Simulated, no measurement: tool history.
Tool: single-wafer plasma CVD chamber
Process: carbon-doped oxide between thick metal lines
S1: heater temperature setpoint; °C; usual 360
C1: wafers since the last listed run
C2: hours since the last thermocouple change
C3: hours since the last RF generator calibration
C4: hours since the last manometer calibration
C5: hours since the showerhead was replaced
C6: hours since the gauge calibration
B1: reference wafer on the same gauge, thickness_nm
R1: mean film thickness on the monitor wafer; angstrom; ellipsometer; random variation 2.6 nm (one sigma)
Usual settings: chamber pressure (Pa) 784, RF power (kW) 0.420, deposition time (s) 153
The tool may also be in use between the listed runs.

run 1 day=0.000 | S1=353 chamber_pressure_(Pa)=784 RF_power_(kW)=0.420 deposition_time_(s)=153 | C1=0 C2=1954.3 C3=1136.0 C4=1374.6 C5=2853.9 C6=1194.4 | B1=486.803 | R1=6066.72
run 2 day=2.496 | S1=360 chamber_pressure_(Pa)=784 RF_power_(kW)=0.420 deposition_time_(s)=153 | C1=794 C2=2014.2 C3=1195.9 C4=1434.5 C5=2913.8 C6=1254.3 | B1=485.586 | R1=5979.86
run 3 day=3.846 | S1=360 chamber_pressure_(Pa)=784 RF_power_(kW)=0.420 deposition_time_(s)=153 | C1=429 C2=2046.6 C3=1228.3 C4=1466.9 C5=2946.2 C6=1286.7 | B1=485.058 | R1=5935.67
run 4 day=6.546 | S1=360 chamber_pressure_(Pa)=784 RF_power_(kW)=0.420 deposition_time_(s)=153 | C1=859 C2=2111.4 C3=1293.1 C4=1531.7 C5=3011.0 C6=1351.5 | B1=484.391 | R1=5921.71
run 5 day=9.283 | S1=360 chamber_pressure_(Pa)=784 RF_power_(kW)=0.420 deposition_time_(s)=153 | C1=871 C2=2177.1 C3=1358.8 C4=1597.4 C5=3076.7 C6=1417.2 | B1=483.915 | R1=5957.02
run 6 day=10.538 | S1=360 chamber_pressure_(Pa)=784 RF_power_(kW)=0.420 deposition_time_(s)=153 | C1=399 C2=2207.2 C3=1388.9 C4=1627.5 C5=3106.8 C6=1447.3 | B1=482.282 | R1=5911.74
run 7 day=12.883 | S1=360 chamber_pressure_(Pa)=784 RF_power_(kW)=0.420 deposition_time_(s)=153 | C1=747 C2=2263.5 C3=1445.2 C4=1683.8 C5=3163.1 C6=1503.6 | B1=481.880 | R1=5871.24
run 8 day=14.483 | S1=360 chamber_pressure_(Pa)=784 RF_power_(kW)=0.420 deposition_time_(s)=153 | C1=509 C2=2301.9 C3=1483.6 C4=1722.2 C5=3201.5 C6=1542.0 | B1=481.695 | R1=5876.26
-- day=15.812 showerhead replaced
-- day=17.371 RF generator calibrated
run 9 day=17.396 | S1=360 chamber_pressure_(Pa)=784 RF_power_(kW)=0.420 deposition_time_(s)=153 | C1=715 C2=2371.8 C3=0.6 C4=1792.1 C5=38.0 C6=1611.9 | B1=480.063 | R1=5868.33
run 10 day=19.758 | S1=360 chamber_pressure_(Pa)=784 RF_power_(kW)=0.420 deposition_time_(s)=153 | C1=752 C2=2428.5 C3=57.3 C4=1848.8 C5=94.7 C6=1668.6 | B1=479.610 | R1=5863.66
run 11 day=22.483 | S1=360 chamber_pressure_(Pa)=784 RF_power_(kW)=0.420 deposition_time_(s)=153 | C1=867 C2=2493.9 C3=122.7 C4=1914.2 C5=160.1 C6=1734.0 | B1=479.015 | R1=5867.97
run 12 day=25.408 | S1=360 chamber_pressure_(Pa)=893 RF_power_(kW)=0.420 deposition_time_(s)=173 | C1=931 C2=2564.1 C3=192.9 C4=1984.4 C5=230.3 C6=1804.2 | B1=477.386 | R1=6732.64
-- day=27.488 gauge calibrated
run 13 day=28.196 | S1=360 chamber_pressure_(Pa)=893 RF_power_(kW)=0.420 deposition_time_(s)=173 | C1=887 C2=2631.0 C3=259.8 C4=2051.3 C5=297.2 C6=17.0 | B1=505.646 | R1=7079.20
run 14 day=31.038 | S1=360 chamber_pressure_(Pa)=784 RF_power_(kW)=0.420 deposition_time_(s)=153 | C1=904 C2=2699.2 C3=328.0 C4=2119.5 C5=365.4 C6=85.2 | B1=504.093 | R1=6218.02
run 15 day=32.354 | S1=360 chamber_pressure_(Pa)=784 RF_power_(kW)=0.420 deposition_time_(s)=153 | C1=419 C2=2730.8 C3=359.6 C4=2151.1 C5=397.0 C6=116.8 | B1=504.469 | R1=6207.23
run 16 day=33.458 | S1=360 chamber_pressure_(Pa)=784 RF_power_(kW)=0.420 deposition_time_(s)=153 | C1=351 C2=2757.3 C3=386.1 C4=2177.6 C5=423.5 C6=143.3 | B1=503.703 | R1=6170.61
run 17 day=35.154 | S1=354 chamber_pressure_(Pa)=784 RF_power_(kW)=0.365 deposition_time_(s)=153 | C1=540 C2=2798.0 C3=426.8 C4=2218.3 C5=464.2 C6=184.0 | B1=503.480 | R1=5474.37
run 18 day=38.042 | S1=360 chamber_pressure_(Pa)=784 RF_power_(kW)=0.470 deposition_time_(s)=153 | C1=919 C2=2867.3 C3=496.1 C4=2287.6 C5=533.5 C6=253.3 | B1=502.000 | R1=6836.06
run 19 day=39.138 | S1=364 chamber_pressure_(Pa)=837 RF_power_(kW)=0.385 deposition_time_(s)=181 | C1=348 C2=2893.6 C3=522.4 C4=2313.9 C5=559.8 C6=279.6 | B1=501.938 | R1=6657.44
-- day=40.550 thermocouple changed; heater temperature recalibrated
run 20 day=41.721 | S1=360 chamber_pressure_(Pa)=784 RF_power_(kW)=0.420 deposition_time_(s)=153 | C1=716 C2=28.1 C3=584.4 C4=2375.9 C5=621.8 C6=341.6 | B1=499.967 | R1=6105.82
run 21 day=44.700 | S1=360 chamber_pressure_(Pa)=784 RF_power_(kW)=0.420 deposition_time_(s)=153 | C1=948 C2=99.6 C3=655.9 C4=2447.4 C5=693.3 C6=413.1 | B1=499.939 | R1=6112.80
run 22 day=47.483 | S1=367 chamber_pressure_(Pa)=784 RF_power_(kW)=0.465 deposition_time_(s)=153 | C1=886 C2=166.4 C3=722.7 C4=2514.2 C5=760.1 C6=479.9 | B1=498.014 | R1=6596.17
run 23 day=49.904 | S1=360 chamber_pressure_(Pa)=660 RF_power_(kW)=0.365 deposition_time_(s)=153 | C1=770 C2=224.5 C3=780.8 C4=2572.3 C5=818.2 C6=538.0 | B1=497.823 | R1=5201.19
run 24 day=51.283 | S1=360 chamber_pressure_(Pa)=784 RF_power_(kW)=0.420 deposition_time_(s)=153 | C1=439 C2=257.6 C3=813.9 C4=2605.4 C5=851.3 C6=571.1 | B1=496.653 | R1=6047.46
-- day=51.725 capacitance manometer re-zeroed and calibrated
run 25 day=53.554 | S1=360 chamber_pressure_(Pa)=784 RF_power_(kW)=0.460 deposition_time_(s)=153 | C1=616 C2=312.1 C3=868.4 C4=43.9 C5=905.8 C6=625.6 | B1=496.482 | R1=6587.02
run 26 day=55.721 | S1=366 chamber_pressure_(Pa)=627 RF_power_(kW)=0.420 deposition_time_(s)=134 | C1=689 C2=364.1 C3=920.4 C4=95.9 C5=957.8 C6=677.6 | B1=495.277 | R1=5094.88
run 27 day=57.962 | S1=356 chamber_pressure_(Pa)=784 RF_power_(kW)=0.420 deposition_time_(s)=153 | C1=713 C2=417.9 C3=974.2 C4=149.7 C5=1011.6 C6=731.4 | B1=494.682 | R1=6076.35
run 28 day=63.783 | S1=367 chamber_pressure_(Pa)=904 RF_power_(kW)=0.420 deposition_time_(s)=127 | C1=1853 C2=557.6 C3=1113.9 C4=289.4 C5=1151.3 C6=871.1 | B1=492.936 | R1=4996.04
run 29 day=66.617 | S1=374 chamber_pressure_(Pa)=863 RF_power_(kW)=0.455 deposition_time_(s)=170 | C1=902 C2=625.6 C3=1181.9 C4=357.4 C5=1219.3 C6=939.1 | B1=491.413 | R1=7075.31

3 ways to go on from here, each from the tool as it stands after run 29. What would each give?
run A day=66.633 | S1=360 chamber_pressure_(Pa)=784 RF_power_(kW)=0.455 deposition_time_(s)=153 | C1=5 C2=626.0 C3=1182.3 C4=357.8 C5=1219.7 C6=939.5 | B1=? | R1=?
run B day=66.633 | S1=360 chamber_pressure_(Pa)=784 RF_power_(kW)=0.420 deposition_time_(s)=130 | C1=5 C2=626.0 C3=1182.3 C4=357.8 C5=1219.7 C6=939.5 | B1=? | R1=?
run C day=66.633 | S1=360 chamber_pressure_(Pa)=784 RF_power_(kW)=0.500 deposition_time_(s)=153 | C1=5 C2=626.0 C3=1182.3 C4=357.8 C5=1219.7 C6=939.5 | B1=? | R1=?

run=A B1=491.078 R1=6506.24
run=B B1=491.078 R1=5145.77
run=C B1=491.078 R1=7002.19
Without the tool's hidden state the same runs would have given:
run=A R1=6672.60
run=B R1=5277.35
run=C R1=7181.24

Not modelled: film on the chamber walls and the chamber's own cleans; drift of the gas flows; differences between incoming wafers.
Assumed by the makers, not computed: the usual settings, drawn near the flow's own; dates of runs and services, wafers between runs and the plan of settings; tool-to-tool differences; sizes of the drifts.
